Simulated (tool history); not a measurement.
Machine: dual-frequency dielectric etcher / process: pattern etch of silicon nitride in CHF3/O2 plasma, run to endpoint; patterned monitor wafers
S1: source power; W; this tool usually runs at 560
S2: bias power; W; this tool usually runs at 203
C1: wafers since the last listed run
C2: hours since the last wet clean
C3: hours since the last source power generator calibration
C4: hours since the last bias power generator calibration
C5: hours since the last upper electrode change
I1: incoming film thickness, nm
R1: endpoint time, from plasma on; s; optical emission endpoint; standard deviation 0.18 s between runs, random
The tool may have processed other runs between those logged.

run 1 day=0 | S1=560 S2=203 | C1=0 C2=603.5 C3=715.2 C4=67.7 C5=3286.9 | I1=77 | R1=48.6
run 2 day=3.312 | S1=560 S2=203 | C1=807 C2=683 C3=794.7 C4=147.2 C5=3366.4 | I1=76.2 | R1=48
-- day=4.712 wet clean of the chamber
run 3 day=5.621 | S1=520 S2=228 | C1=318 C2=21.8 C3=850.1 C4=202.6 C5=3421.8 | I1=76.6 | R1=47.5
run 4 day=8.412 | S1=560 S2=203 | C1=680 C2=88.8 C3=917.1 C4=269.6 C5=3488.8 | I1=76.8 | R1=48.6
run 5 day=12.058 | S1=560 S2=203 | C1=888 C2=176.3 C3=1004.6 C4=357.1 C5=3576.3 | I1=76.9 | R1=48.4
run 6 day=14.462 | S1=560 S2=203 | C1=586 C2=234 C3=1062.3 C4=414.8 C5=3634 | I1=77 | R1=48.8
run 7 day=17.229 | S1=560 S2=203 | C1=674 C2=300.4 C3=1128.7 C4=481.2 C5=3700.4 | I1=76.8 | R1=48.4
run 8 day=19.129 | S1=590 S2=220 | C1=463 C2=346 C3=1174.3 C4=526.8 C5=3746 | I1=76.7 | R1=46.4
run 9 day=20.912 | S1=590 S2=220 | C1=434 C2=388.8 C3=1217.1 C4=569.6 C5=3788.8 | I1=76.6 | R1=46.9
run 10 day=23.833 | S1=590 S2=220 | C1=712 C2=458.9 C3=1287.2 C4=639.7 C5=3858.9 | I1=77 | R1=46.8
run 11 day=26.629 | S1=560 S2=243 | C1=681 C2=526 C3=1354.3 C4=706.8 C5=3926 | I1=77.3 | R1=46
run 12 day=29.712 | S1=560 S2=243 | C1=751 C2=600 C3=1428.3 C4=780.8 C5=4000 | I1=77.4 | R1=46.2
-- day=30.746 wet clean of the chamber
run 13 day=33.588 | S1=560 S2=243 | C1=700 C2=68.2 C3=1521.3 C4=873.8 C5=4093 | I1=76 | R1=45.7
run 14 day=38.067 | S1=560 S2=203 | C1=1091 C2=175.7 C3=1628.8 C4=981.3 C5=4200.5 | I1=76 | R1=48.4
-- day=46.246 source power generator calibrated
run 15 day=49.638 | S1=560 S2=203 | C1=2779 C2=453.4 C3=81.4 C4=1259 C5=4478.2 | I1=76.5 | R1=48.7
run 16 day=51.321 | S1=660 S2=226 | C1=410 C2=493.8 C3=121.8 C4=1299.4 C5=4518.6 | I1=77.4 | R1=46.2
-- day=54.8 wet clean of the chamber
run 17 day=54.821 | S1=600 S2=186 | C1=609 C2=0.5 C3=205.8 C4=1383.4 C5=4602.6 | I1=76.5 | R1=49.2
run 18 day=57.846 | S1=510 S2=166 | C1=737 C2=73.1 C3=278.4 C4=1456 C5=4675.2 | I1=76.8 | R1=53.3
run 19 day=59.892 | S1=560 S2=170 | C1=498 C2=122.2 C3=327.5 C4=1505.1 C5=4724.3 | I1=76.6 | R1=52
run 20 day=62.558 | S1=510 S2=166 | C1=650 C2=186.2 C3=391.5 C4=1569.1 C5=4788.3 | I1=76.4 | R1=53.1
run 21 day=64.538 | S1=670 S2=172 | C1=482 C2=233.7 C3=439 C4=1616.6 C5=4835.8 | I1=76.9 | R1=49.9
-- day=68.558 bias power generator calibrated
run 22 day=68.579 | S1=560 S2=249 | C1=944 C2=330.7 C3=536 C4=0.5 C5=4932.8 | I1=77 | R1=45.3

Predict the results of run 23:
-- day=72.004 upper electrode replaced
run 23 day=72.808 | S1=650 S2=220 | C1=787 C2=432.2 C3=637.5 C4=102 C5=19.3 | I1=76.2 | R1=?

R1: 45.4 s
If the tool had no hidden condition, the same run with the same run-to-run variation would have returned R1 45.5 s.

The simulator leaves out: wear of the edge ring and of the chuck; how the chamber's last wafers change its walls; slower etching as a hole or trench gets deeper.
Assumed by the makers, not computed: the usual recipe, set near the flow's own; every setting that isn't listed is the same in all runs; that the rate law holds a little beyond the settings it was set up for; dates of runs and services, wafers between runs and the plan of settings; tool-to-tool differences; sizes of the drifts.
